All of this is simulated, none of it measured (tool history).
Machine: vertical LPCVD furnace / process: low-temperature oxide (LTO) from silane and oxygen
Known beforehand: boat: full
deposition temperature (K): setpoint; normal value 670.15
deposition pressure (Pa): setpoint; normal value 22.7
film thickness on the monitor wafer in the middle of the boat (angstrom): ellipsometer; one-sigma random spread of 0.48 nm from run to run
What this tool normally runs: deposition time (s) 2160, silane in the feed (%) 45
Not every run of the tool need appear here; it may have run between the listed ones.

run	hour	deposition temperature (K)	deposition pressure (Pa)	deposition time (s)	silane in the feed (%)	wafers since the last listed run	hours since the last temperature calibration	hours since the pressure gauge was zeroed	hours since the silane flow controller was replaced	hours since the gauge calibration	read-back reference wafer on the same gauge, thickness	film thickness on the monitor wafer in the middle of the boat (angstrom)
1	0.0	670.15	22.7	2160	45	0	2377.6	1767.6	7015.1	60.4	298.96	2704.5
2	16.3	670.15	22.7	2160	45	305	2393.9	1783.9	7031.4	76.7	299.20	2707.2
3	30.4	675.15	22.7	2160	45	264	2408.0	1798.0	7045.5	90.8	299.18	2848.8
4	46.8	675.15	22.7	2160	45	307	2424.4	1814.4	7061.9	107.2	298.90	2847.5
5	60.1	670.15	22.7	2160	45	249	2437.7	1827.7	7075.2	120.5	298.88	2710.5
6	76.4	670.15	22.7	2160	45	305	2454.0	1844.0	7091.5	136.8	298.67	2699.1
7	85.6	665.15	22.7	2160	43	172	2463.2	1853.2	7100.7	146.0	299.25	2448.7
8	96.1	665.15	22.7	2160	43	196	2473.7	1863.7	7111.2	156.5	298.84	2439.3
9	108.4	670.15	22.7	1770	45	230	2486.0	1876.0	7123.5	168.8	299.04	2224.2
# hour 137.8: thermocouples replaced and temperature profile calibrated
# hour 158.5: silane flow controller replaced
10	159.0	670.15	22.7	1770	45	110	21.2	1926.6	0.5	219.4	299.06	2149.1
11	162.6	662.15	22.7	2160	39	67	24.8	1930.2	4.1	223.0	299.05	2027.0
12	172.7	662.15	22.7	2160	39	189	34.9	1940.3	14.2	233.1	299.11	2034.9
13	184.4	670.15	22.7	1530	41	219	46.6	1952.0	25.9	244.8	298.98	1669.6
# hour 219.0: pressure gauge zeroed
14	219.5	674.15	25.3	2160	45	208	81.7	0.5	61.0	279.9	299.13	3042.4
15	240.0	674.15	25.3	2160	45	384	102.2	21.0	81.5	300.4	298.73	3036.6
16	252.0	670.15	22.7	2160	45	224	114.2	33.0	93.5	312.4	298.81	2612.6
17	259.1	670.15	27.3	2610	50	133	121.3	40.1	100.6	319.5	299.27	4198.0
18	266.9	670.15	22.7	2490	45	146	129.1	47.9	108.4	327.3	298.83	3006.5
19	279.0	670.15	20.0	2400	45	226	141.2	60.0	120.5	339.4	298.96	2565.0
20	295.4	670.15	18.0	2160	45	307	157.6	76.4	136.9	355.8	298.94	2079.1
21	303.9	670.15	21.3	2160	45	159	166.1	84.9	145.4	364.3	299.27	2452.4
22	314.7	664.15	24.0	2160	45	202	176.9	95.7	156.2	375.1	298.87	2599.9
# hour 326.9: gauge calibrated
23	332.3	670.15	22.7	2160	45	329	194.5	113.3	173.8	5.4	298.93	2618.9
24	367.1	674.15	22.7	2940	40	652	229.3	148.1	208.6	40.2	298.97	3264.8
25	374.7	670.15	22.7	2160	45	142	236.9	155.7	216.2	47.8	299.09	2615.9
26	386.5	670.15	22.7	1560	40	221	248.7	167.5	228.0	59.6	299.02	1656.1
27	400.0	670.15	22.7	2160	45	253	262.2	181.0	241.5	73.1	298.76	2617.3
28	411.0	670.15	22.7	1530	50	206	273.2	192.0	252.5	84.1	299.14	2044.9
29	419.3	670.15	22.7	1470	39	155	281.5	200.3	260.8	92.4	298.72	1512.1
30	430.2	673.15	18.7	1860	50	204	292.4	211.2	271.7	103.3	299.00	2107.6

Take each entry between the runs: how does the hidden state at the last listed run before it differ from the hidden state at the first listed run after it?
In the gap between runs 9 and 10: thermocouples replaced and temperature profile calibrated (hour 137.8); silane flow controller replaced (hour 158.5)
  true tube temperature minus thermocouple reading, K: 3.5 -> 0.214
  measured value less the no-hidden-state value, film thickness on the monitor wafer in the middle of the boat (angstrom): +81.3 -> +5.0
In the gap between runs 13 and 14: pressure gauge zeroed (hour 219.0)
  true tube temperature minus thermocouple reading, K: 0.215 -> 0.218
  measured value less the no-hidden-state value, film thickness on the monitor wafer in the middle of the boat (angstrom): +4.0 -> +6.9
In the gap between runs 22 and 23: gauge calibrated (hour 326.9)
  true tube temperature minus thermocouple reading, K: 0.23 -> 0.233
  measured value less the no-hidden-state value, film thickness on the monitor wafer in the middle of the boat (angstrom): +6.5 -> +6.6
